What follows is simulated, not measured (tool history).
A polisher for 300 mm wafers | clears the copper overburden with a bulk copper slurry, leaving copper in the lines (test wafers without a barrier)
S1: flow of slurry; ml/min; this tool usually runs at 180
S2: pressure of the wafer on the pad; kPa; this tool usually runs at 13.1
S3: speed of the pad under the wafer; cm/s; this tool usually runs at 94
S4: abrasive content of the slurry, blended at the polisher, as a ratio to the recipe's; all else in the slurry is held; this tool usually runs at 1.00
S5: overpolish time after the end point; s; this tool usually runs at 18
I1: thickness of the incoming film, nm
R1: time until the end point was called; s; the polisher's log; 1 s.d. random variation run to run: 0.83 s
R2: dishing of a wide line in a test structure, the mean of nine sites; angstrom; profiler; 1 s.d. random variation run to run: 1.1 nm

run	hour	S1	S2	S3	S4	S5	I1	R1	R2
1	0.0	180	13.1	94	1.25	18	431.2	81.0	627
2	86.6	180	13.1	94	1.00	9	440.1	88.2	323
# hour 136.1: slurry blender recalibrated
3	137.1	180	13.1	94	1.00	9	431.5	87.6	325
4	217.4	180	13.1	94	1.00	9	438.1	88.1	335
5	279.1	180	11.7	94	1.00	18	444.0	97.6	547
# hour 295.8: worn pad replaced by a new one
6	375.6	180	11.7	94	1.00	18	441.2	97.4	532
7	478.2	180	15.2	94	1.00	18	427.4	75.3	657
# hour 526.0: slurry nozzle cleaned
8	582.2	180	15.2	94	1.00	18	440.2	77.8	651
# hour 592.2: slurry blender recalibrated
9	653.8	180	15.2	94	1.00	18	429.1	74.4	676
# hour 701.6: worn pad replaced by a new one
10	750.8	180	13.1	94	1.00	18	436.7	87.6	580
11	832.9	180	13.1	94	1.00	18	430.5	87.3	584
12	894.9	180	13.1	94	1.00	18	428.7	85.3	598
13	980.9	215	15.2	94	1.00	18	433.1	75.7	690
14	1031.2	180	13.1	94	1.00	25	437.2	87.5	753
# hour 1043.8: slurry blender recalibrated
# hour 1101.7: worn pad replaced by a new one
# hour 1186.3: head pressure recalibrated
15	1320.6	180	15.2	80	1.00	18	439.6	92.1	579
16	1371.7	180	13.1	94	1.00	13	435.9	87.2	462
17	1431.6	180	13.1	124	1.00	26	438.4	66.1	938
# hour 1482.9: slurry nozzle cleaned
18	1512.1	180	13.1	94	1.00	28	425.5	85.1	824

Forecast run 19:
# hour 1515.1: slurry blender recalibrated
# hour 1525.5: worn pad replaced by a new one
19	1560.4	180	13.1	80	1.15	15	442.1	?	?

Run 19 gave R1 100.3 s, R2 451 angstrom.
Minus the tool's unlogged condition, the same run would have read R1 100.3 s, R2 451 angstrom.
